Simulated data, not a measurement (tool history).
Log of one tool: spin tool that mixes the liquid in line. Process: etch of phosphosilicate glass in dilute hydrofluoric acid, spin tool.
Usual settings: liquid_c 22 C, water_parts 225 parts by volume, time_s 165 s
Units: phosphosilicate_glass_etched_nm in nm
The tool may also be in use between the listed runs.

run   hour  liquid_c  water_parts  time_s  wafers since the last listed run  hours since the thermometer was replaced  hours since the hydrofluoric acid flow meter was replaced  hours since the gauge calibration  read-back film thickness of the phosphosilicate glass reference wafer, read on the same gauge (nm)  phosphosilicate_glass_etched_nm
  1      0        22          225     165                                 0                                    2027.8                                                      391.8                              238.6                                                                                               40.01                            35.51
  2    7.4        18          225     185                                73                                    2035.2                                                      399.2                                246                                                                                               40.01                            33.81
  3   23.9        22          185     165                               164                                    2051.7                                                      415.7                              262.5                                                                                                  40                            45.06
  4   36.5        22          225     130                               125                                    2064.3                                                      428.3                              275.1                                                                                               39.99                            28.04
  5   69.1        22          225     225                               325                                    2096.9                                                      460.9                              307.7                                                                                               40.03                             48.2
  6     76        22          225     225                                68                                    2103.8                                                      467.8                              314.6                                                                                                  40                            49.24
  7   87.5        22          225     225                               114                                    2115.3                                                      479.3                              326.1                                                                                               39.99                            48.79
  8  103.7        22          225     165                               161                                    2131.5                                                      495.5                              342.3                                                                                               40.01                            35.74
  9  112.7        22          225     165                                89                                    2140.5                                                      504.5                              351.3                                                                                               40.02                            35.58
 10  128.3        22          225     165                               155                                    2156.1                                                      520.1                              366.9                                                                                               39.99                            35.63
 11  144.6        22          225     165                               162                                    2172.4                                                      536.4                              383.2                                                                                               40.01                            35.83
 12  161.8        22          225     210                               171                                    2189.6                                                      553.6                              400.4                                                                                               40.01                            45.92
 13  171.5        22          225     210                                96                                    2199.3                                                      563.3                              410.1                                                                                               40.02                            45.93
 14  183.5        22          225     210                               119                                    2211.3                                                      575.3                              422.1                                                                                               40.03                             46.2
 15  193.2        26          195     130                                96                                      2221                                                        585                              431.8                                                                                               39.98                             39.2
 16  209.6        22          285     105                               163                                    2237.4                                                      601.4                              448.2                                                                                               40.03                            17.27
 17  217.4        26          120     165                                77                                    2245.2                                                      609.2                                456                                                                                                  40                            88.46
 18  234.6        22          225     165                               171                                    2262.4                                                      626.4                              473.2                                                                                               40.03                             36.4
 19  247.7        20          310     210                               130                                    2275.5                                                      639.5                              486.3                                                                                               39.98                            29.13
 20  257.2        22          225      70                                94                                      2285                                                        649                              495.8                                                                                                  40                            15.36
     265.9  -- gauge calibrated
 21  266.7        22          285     105                                94                                    2294.5                                                      658.5                                0.8                                                                                               40.01                            17.31
 22  281.4        22          225     165                               146                                    2309.2                                                      673.2                               15.5                                                                                               39.98                            36.56
     286.7  -- thermometer replaced
 23  287.6        24          260     135                                51                                       0.9                                                      679.4                               21.7                                                                                               40.02                            26.84
 24  301.6      25.5          225     195                               139                                      14.9                                                      693.4                               35.7                                                                                               39.98                            49.32
 25  311.7        22          150     245                               100                                        25                                                      703.5                               45.8                                                                                               39.99                            87.35
 26  319.3        24          225     165                                75                                      32.6                                                      711.1                               53.4                                                                                               39.99                            39.19
     326.6  -- hydrofluoric acid flow meter replaced
 27  331.7        17          225     225                               113                                        45                                                        5.1                               65.8                                                                                                  40                            38.24
 28  340.4        18          275     215                                86                                      53.7                                                       13.8                               74.5                                                                                                  40                            30.03
 29  348.6      18.5          180     165                                81                                      61.9                                                         22                               82.7                                                                                               39.98                            39.24
 30  371.6        20          285     210                               229                                      84.9                                                         45                              105.7                                                                                               39.97                            30.53
 31  387.3        22          260     165                               156                                     100.6                                                       60.7                              121.4                                                                                                  40                            28.81
 32  407.8        24          225     110                               204                                     121.1                                                       81.2                              141.9                                                                                               39.98                            24.37
 33  423.1        22          225     165                               152                                     136.4                                                       96.5                              157.2                                                                                               39.99                            34.64

Hidden state at the last listed run before each entry between runs and at the first one after, where it differs:
Between runs 20 and 21: gauge calibrated (hour 265.9)
  hydrofluoric acid flow above the setpoint (%): 6.36 -> 6.43
  measured less the result without the state, phosphosilicate_glass_etched_nm: +1.11 -> +1.31 nm
Between runs 22 and 23: thermometer replaced (hour 286.7)
  hydrofluoric acid flow above the setpoint (%): 6.56 -> 6.61
  measured less the result without the state, phosphosilicate_glass_etched_nm: +2.73 -> +2.07 nm
Between runs 26 and 27: hydrofluoric acid flow meter replaced (hour 326.6)
  hydrofluoric acid flow above the setpoint (%): 6.87 -> 1.04
  measured less the result without the state, phosphosilicate_glass_etched_nm: +3.07 -> +0.47 nm
